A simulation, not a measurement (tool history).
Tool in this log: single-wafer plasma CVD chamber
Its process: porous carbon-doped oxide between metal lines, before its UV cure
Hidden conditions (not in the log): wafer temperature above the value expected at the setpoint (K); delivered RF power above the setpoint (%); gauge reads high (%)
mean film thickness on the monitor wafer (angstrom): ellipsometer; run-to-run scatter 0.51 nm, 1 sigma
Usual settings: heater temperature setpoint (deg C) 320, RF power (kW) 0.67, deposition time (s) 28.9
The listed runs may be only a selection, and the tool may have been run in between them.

run   hour  heater temperature setpoint (deg C)  RF power (kW)  deposition time (s)  wafers since the last listed run  hours since the last thermocouple change  hours since the last RF generator calibration  hours since the showerhead was replaced  hours since the gauge calibration  read-back reference wafer on the same gauge, thickness_nm  mean film thickness on the monitor wafer (angstrom)
  1      0                                  320           0.67                 28.9                                 0                                    2357.1                                         1832.3                                   8012.9                                226                                                    194.897                                              1672.55
  2   17.2                                  320           0.67                 28.9                               284                                    2374.3                                         1849.5                                   8030.1                              243.2                                                    195.137                                              1669.62
  3   33.6                                  320           0.67                 28.9                               271                                    2390.7                                         1865.9                                   8046.5                              259.6                                                    194.969                                              1671.53
  4   40.7                                  320           0.67                 28.9                               117                                    2397.8                                           1873                                   8053.6                              266.7                                                    195.065                                              1669.77
  5   54.7                                  320           0.67                 28.9                               231                                    2411.8                                           1887                                   8067.6                              280.7                                                    194.978                                              1676.59
  6   64.1                                  320           0.67                 28.9                               155                                    2421.2                                         1896.4                                     8077                              290.1                                                    194.875                                              1661.09
  7   70.5                                  320           0.67                 28.9                               105                                    2427.6                                         1902.8                                   8083.4                              296.5                                                    194.774                                              1663.92
  8     83                                  320           0.67                 28.9                               206                                    2440.1                                         1915.3                                   8095.9                                309                                                    195.068                                              1665.83
  9   99.6                                  320           0.67                 28.9                               274                                    2456.7                                         1931.9                                   8112.5                              325.6                                                    195.279                                              1662.65
 10  113.7                                  320           0.67                 28.9                               233                                    2470.8                                           1946                                   8126.6                              339.7                                                      195.1                                              1664.92
 11  128.3                                  320           0.67                 28.9                               241                                    2485.4                                         1960.6                                   8141.2                              354.3                                                    195.063                                                 1669
 12  136.9                                  320           0.67                 28.9                               142                                      2494                                         1969.2                                   8149.8                              362.9                                                    194.886                                              1669.36
     155.4  -- showerhead replaced
 13  155.9                                  320           0.67                 28.9                               181                                      2513                                         1988.2                                      0.5                              381.9                                                    194.992                                              1659.49
 14  165.4                                  320           0.67                 28.9                               156                                    2522.5                                         1997.7                                       10                              391.4                                                    195.062                                              1657.88
 15  174.7                                  314           0.67                 28.9                               153                                    2531.8                                           2007                                     19.3                              400.7                                                    194.896                                              1726.63
     185.1  -- gauge calibrated
 16  186.7                                  314           0.67                 28.9                               198                                    2543.8                                           2019                                     31.3                                1.6                                                    194.891                                              1723.95
 17  204.3                                  311           0.67                 33.9                               290                                    2561.4                                         2036.6                                     48.9                               19.2                                                    195.105                                              2042.64
 18  213.4                                  329           0.73                 27.2                               150                                    2570.5                                         2045.7                                       58                               28.3                                                     194.94                                              1576.98
 19  227.1                                  320           0.67                 28.9                               226                                    2584.2                                         2059.4                                     71.7                                 42                                                    194.972                                              1662.32
 20  239.5                                  316           0.67                 33.6                               204                                    2596.6                                         2071.8                                     84.1                               54.4                                                    195.015                                              1959.01
     253.2  -- RF generator calibrated
 21  281.8                                  320           0.67                 28.9                               566                                    2638.9                                           28.6                                    126.4                               96.7                                                    195.183                                              1769.26
 22  290.2                                  305          0.565                 28.9                               138                                    2647.3                                             37                                    134.8                              105.1                                                    195.058                                              1718.68
 23  302.8                                  320           0.67                 28.9                               208                                    2659.9                                           49.6                                    147.4                              117.7                                                    194.992                                              1773.81
     325.1  -- thermocouple changed; heater temperature recalibrated
 24  325.6                                  315           0.61                 26.2                               244                                       0.5                                           72.4                                    170.2                              140.5                                                    195.086                                              1557.05
 25  326.5                                  325           0.67                 31.8                                14                                       1.4                                           73.3                                    171.1                              141.4                                                    195.127                                               1882.7
 26  335.7                                  320           0.67                 28.9                               152                                      10.6                                           82.5                                    180.3                              150.6                                                     194.83                                               1773.2
 27  343.7                                  320          0.745                 28.9                               132                                      18.6                                           90.5                                    188.3                              158.6                                                    195.052                                              1902.16
 28    357                                  305          0.565                 28.9                               219                                      31.9                                          103.8                                    201.6                              171.9                                                    194.897                                               1715.1
 29  369.7                                  333           0.55                   33                               209                                      44.6                                          116.5                                    214.3                              184.6                                                    194.876                                              1623.28
 30  378.1                                  332          0.635                 23.2                               138                                        53                                          124.9                                    222.7                                193                                                    195.105                                              1289.63
 31    388                                  310          0.725                 34.1                               163                                      62.9                                          134.8                                    232.6                              202.9                                                     194.96                                              2325.74
 32  398.4                                  320          0.785                 28.9                               171                                      73.3                                          145.2                                      243                              213.3                                                    194.889                                              1961.53
 33  405.7                                  320           0.67                 28.9                               120                                      80.6                                          152.5                                    250.3                              220.6                                                    194.953                                              1763.92
 34  416.4                                  320           0.67                 28.9                               176                                      91.3                                          163.2                                      261                              231.3                                                     194.87                                              1753.97
 35  424.2                                  320           0.67                 34.1                               128                                      99.1                                            171                                    268.8                              239.1                                                    194.874                                              2075.28

Alternative continuations, all from the tool just after run 35; predict every row:
  A  424.6                                  308           0.67                 28.9                                 6                                      99.5                                          171.4                                    269.2                              239.5                                                          ?                                                    ?
  B  424.6                                  332           0.77                 27.1                                 6                                      99.5                                          171.4                                    269.2                              239.5                                                          ?                                                    ?
  C  424.6                                  320           0.79                 28.9                                 6                                      99.5                                          171.4                                    269.2                              239.5                                                          ?                                                    ?

run  read-back reference wafer on the same gauge, thickness_nm  mean film thickness on the monitor wafer (angstrom)
  A                                                    194.865                                              1892.83
  B                                                    194.865                                              1702.69
  C                                                    194.865                                               1969.1
Take away the tool's hidden state, keep each run's random variation, and the runs would have read:
run  mean film thickness on the monitor wafer (angstrom)
  A                                              1903.55
  B                                              1712.34
  C                                              1980.25
